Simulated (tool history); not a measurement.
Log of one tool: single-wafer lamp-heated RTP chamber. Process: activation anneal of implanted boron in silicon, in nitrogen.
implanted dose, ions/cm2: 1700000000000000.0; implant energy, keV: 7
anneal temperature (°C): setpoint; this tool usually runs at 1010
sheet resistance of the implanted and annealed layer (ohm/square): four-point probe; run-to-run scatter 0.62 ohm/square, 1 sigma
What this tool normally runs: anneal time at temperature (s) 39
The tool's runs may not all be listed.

run      day  anneal temperature (°C)  anneal time at temperature (s)  read-back reference wafer on the same gauge, sheet resistance  sheet resistance of the implanted and annealed layer (ohm/square)
  1        0                     1033                              39                                                         138.19                                                              99.18
       1.079  -- pyrometer window cleaned and pyrometer calibrated
  2    3.846                     1033                              39                                                         137.88                                                              99.59
  3      7.6                     1010                              56                                                         137.83                                                             107.11
  4   11.946                     1010                              56                                                         138.18                                                             106.52
  5   15.354                     1010                              56                                                         137.82                                                             106.14
      16.433  -- reflector plate cleaned
  6   17.475                     1010                              39                                                         137.93                                                             117.22
  7   19.979                     1010                              39                                                         138.14                                                             116.66
      24.217  -- pyrometer window cleaned and pyrometer calibrated
  8   24.238                     1003                              28                                                         138.54                                                             124.72
  9   25.904                     1003                              28                                                         137.88                                                             125.03
 10   29.862                     1003                              28                                                         137.71                                                             121.99
 11   31.742                     1030                              39                                                         137.62                                                             101.25
 12   33.975                     1030                              39                                                         138.21                                                               99.8
 13   36.879                     1030                              27                                                         138.12                                                              104.6
 14       41                     1024                              22                                                         138.01                                                             111.46
      42.729  -- reflector plate cleaned
 15   43.388                     1010                              39                                                         138.06                                                             116.56
      44.542  -- gauge calibrated
 16   47.042                      993                              59                                                         138.06                                                             122.29
      49.442  -- pyrometer window cleaned and pyrometer calibrated
 17   49.829                     1036                              32                                                         137.93                                                             102.17
 18    52.15                      987                              55                                                          137.9                                                             124.68
 19   54.875                      982                              20                                                          138.1                                                             141.99
 20   57.871                      998                              39                                                         137.75                                                              123.1
 21   60.242                     1010                              27                                                         137.85                                                             118.95
 22   64.112                     1010                              33                                                          138.2                                                             115.71
      67.342  -- reflector plate cleaned
 23    76.85                     1037                              50                                                         138.12                                                              94.07
 24   78.875                     1010                              39                                                         138.09                                                             115.27
      79.312  -- pyrometer window cleaned and pyrometer calibrated
 25    80.85                     1030                              27                                                         137.91                                                             107.78
 26   84.092                     1010                              39                                                         137.79                                                             115.13
 27   88.554                     1010                              30                                                         138.11                                                             117.25
 28   90.646                      984                              61                                                         137.86                                                                124
      94.558  -- reflector plate cleaned
 29   95.112                      998                              39                                                         138.54                                                             124.47
 30   96.792                     1010                              39                                                         137.96                                                             117.51
 31   98.704                      998                              57                                                         137.46                                                             118.73
 32  100.654                      994                              26                                                         138.05                                                             132.56
     101.725  -- pyrometer window cleaned and pyrometer calibrated
 33    102.9                     1028                              55                                                         138.32                                                              98.37
 34  106.446                     1010                              61                                                         138.47                                                             106.65
 35  109.883                      990                              25                                                         138.05                                                             132.35
 36  113.983                      983                              39                                                         138.08                                                             130.95

Measured less the same run without the tool's hidden state. The same run-to-run variation is in both; the gauge's scatter may not be:
Hidden state at play: true wafer temperature minus pyrometer reading, K; wafer temperature error from the tarnished reflector plate, K; gauge reads high (%).
run  sheet resistance of the implanted and annealed layer (ohm/square)
  1                                                              -3.09
  2                                                              -3.87
  3                                                               -4.9
  4                                                              -5.81
  5                                                              -6.51
  6                                                              -0.93
  7                                                              -1.42
  8                                                              -2.15
  9                                                              -2.47
 10                                                              -3.14
 11                                                              -3.83
 12                                                              -4.23
 13                                                              -4.76
 14                                                              -5.48
 15                                                              -0.43
 16                                                              -1.39
 17                                                               -1.7
 18                                                              -2.56
 19                                                               -3.6
 20                                                              -3.36
 21                                                              -3.52
 22                                                              -4.38
 23                                                              -1.82
 24                                                              -2.42
 25                                                              -2.89
 26                                                              -3.46
 27                                                              -4.15
 28                                                              -5.87
 29                                                              -0.48
 30                                                              -0.78
 31                                                              -1.35
 32                                                              -1.63
 33                                                              -1.92
 34                                                              -2.92
 35                                                              -3.68
 36                                                              -4.99
